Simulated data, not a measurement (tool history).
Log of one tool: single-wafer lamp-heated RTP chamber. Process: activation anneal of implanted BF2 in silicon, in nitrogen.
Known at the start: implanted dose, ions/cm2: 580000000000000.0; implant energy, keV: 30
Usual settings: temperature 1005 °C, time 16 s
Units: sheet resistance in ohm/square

run,hour,temperature,time,"read-back reference wafer on the same gauge, sheet resistance",sheet resistance
1,0,1026,18,169.02,200.22
2,15.9,1026,18,169.01,199.6
3,23,1026,18,169.01,199.21
4,40.2,1005,16,169.09,202.78
5,87.6,1005,16,168.99,203.09
6,104.2,1005,16,168.99,202.92
# hour 123.6: reflector plate cleaned
7,124.1,1005,16,168.96,202.41
# hour 128.9: gauge calibrated
8,151.6,1005,16,169.03,202.39
9,159.6,1018,12,169.04,201.41
10,176.2,1005,9,168.98,204.13
# hour 188.5: pyrometer window cleaned and pyrometer calibrated
11,189,1005,8,168.97,207.28
12,198.4,1005,21,169.05,203.83
13,214.3,1005,9,168.99,206.78
14,226,1005,13,168.95,205.5
15,237.4,1026,12,169.11,201.49

Forecast run 16:
16,244.1,1005,12,?,?

Run 16 gave read-back reference wafer on the same gauge, sheet resistance 169.07, sheet resistance 205.72 ohm/square.
Without the tool's hidden state the same run would have given sheet resistance 206.5 ohm/square.
